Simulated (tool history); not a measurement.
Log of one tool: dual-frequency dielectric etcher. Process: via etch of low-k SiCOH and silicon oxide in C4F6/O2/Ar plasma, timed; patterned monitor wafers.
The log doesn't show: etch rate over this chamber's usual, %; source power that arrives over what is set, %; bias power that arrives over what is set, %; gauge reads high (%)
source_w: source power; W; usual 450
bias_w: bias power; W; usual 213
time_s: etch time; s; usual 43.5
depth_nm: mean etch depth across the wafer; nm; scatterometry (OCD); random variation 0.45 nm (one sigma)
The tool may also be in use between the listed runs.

run,hour,source_w,bias_w,time_s,wafers since the last listed run,hours since the last wet clean,hours since the last source power generator calibration,hours since the last bias power generator calibration,hours since the last upper electrode change,hours since the gauge calibration,"read-back reference wafer on the same gauge, depth_nm",depth_nm
1,0.0,400,213,50.0,0,213.8,2652.4,3788.3,3752.1,722.2,118.4,147.1
2,20.8,450,213,43.5,278,234.6,2673.2,3809.1,3772.9,743.0,118.3,134.7
3,48.0,450,213,43.5,363,261.8,2700.4,3836.3,3800.1,770.2,118.3,135.0
4,76.3,450,213,43.5,378,290.1,2728.7,3864.6,3828.4,798.5,118.3,134.9
5,92.4,450,213,43.5,215,306.2,2744.8,3880.7,3844.5,814.6,118.1,135.2
6,127.1,450,213,43.5,464,340.9,2779.5,3915.4,3879.2,849.3,118.0,135.0
7,167.5,450,213,43.5,540,381.3,2819.9,3955.8,3919.6,889.7,117.8,134.6
# hour 197.2: wet clean of the chamber
8,201.5,450,213,33.5,133,4.3,2853.9,3989.8,3953.6,923.7,117.8,103.8
9,222.4,450,213,38.0,279,25.2,2874.8,4010.7,3974.5,944.6,117.8,117.0
# hour 242.0: bias power generator calibrated
10,251.6,450,213,43.5,336,54.4,2904.0,9.6,4003.7,973.8,117.8,134.8
# hour 276.7: gauge calibrated
11,286.4,510,178,50.0,465,89.2,2938.8,44.4,4038.5,9.7,119.9,156.2
12,307.5,450,213,43.5,282,110.3,2959.9,65.5,4059.6,30.8,119.9,136.3
# hour 361.4: upper electrode replaced
# hour 361.9: source power generator calibrated
13,362.4,450,213,43.5,406,165.2,0.5,120.4,1.0,85.7,119.6,136.7
14,437.2,450,174,37.0,1000,240.0,75.3,195.2,75.8,160.5,119.5,108.3
15,470.5,450,234,43.5,445,273.3,108.6,228.5,109.1,193.8,119.5,140.2
16,491.7,450,213,43.5,283,294.5,129.8,249.7,130.3,215.0,119.4,136.5
17,510.5,400,161,43.5,251,313.3,148.6,268.5,149.1,233.8,119.3,116.9
18,542.4,390,196,35.5,426,345.2,180.5,300.4,181.0,265.7,119.2,101.4
19,564.1,350,183,43.5,290,366.9,202.2,322.1,202.7,287.4,119.3,115.3
20,579.6,480,232,43.5,207,382.4,217.7,337.6,218.2,302.9,119.2,143.8
# hour 609.3: wet clean of the chamber
21,609.8,450,213,43.5,82,0.5,247.9,367.8,248.4,333.1,119.1,136.3
22,633.4,450,213,43.5,315,24.1,271.5,391.4,272.0,356.7,119.1,136.7
23,648.7,510,198,52.5,204,39.4,286.8,406.7,287.3,372.0,119.1,168.5
24,681.8,380,176,33.0,442,72.5,319.9,439.8,320.4,405.1,119.0,89.8
25,711.8,400,192,49.0,401,102.5,349.9,469.8,350.4,435.1,118.9,139.6
26,745.4,510,213,43.5,449,136.1,383.5,503.4,384.0,468.7,118.8,143.2
27,770.3,550,172,43.5,332,161.0,408.4,528.3,408.9,493.6,118.8,137.4
28,794.8,450,177,43.5,327,185.5,432.9,552.8,433.4,518.1,118.6,126.4
29,813.2,510,161,55.5,246,203.9,451.3,571.2,451.8,536.5,118.6,165.7

Forecast each of these 5 alternatives for the next run:
A,813.6,450,213,43.5,5,204.3,451.7,571.6,452.2,536.9,?,?
B,813.6,400,162,56.0,5,204.3,451.7,571.6,452.2,536.9,?,?
C,813.6,490,243,37.0,5,204.3,451.7,571.6,452.2,536.9,?,?
D,813.6,510,176,55.5,5,204.3,451.7,571.6,452.2,536.9,?,?
E,813.6,340,189,43.5,5,204.3,451.7,571.6,452.2,536.9,?,?

run,"read-back reference wafer on the same gauge, depth_nm",depth_nm
A,118.6,135.2
B,118.6,150.4
C,118.6,124.9
D,118.6,170.5
E,118.6,114.6
Without the tool's hidden state the same runs would have given:
run,depth_nm
A,136.7
B,152.1
C,126.3
D,172.4
E,115.9
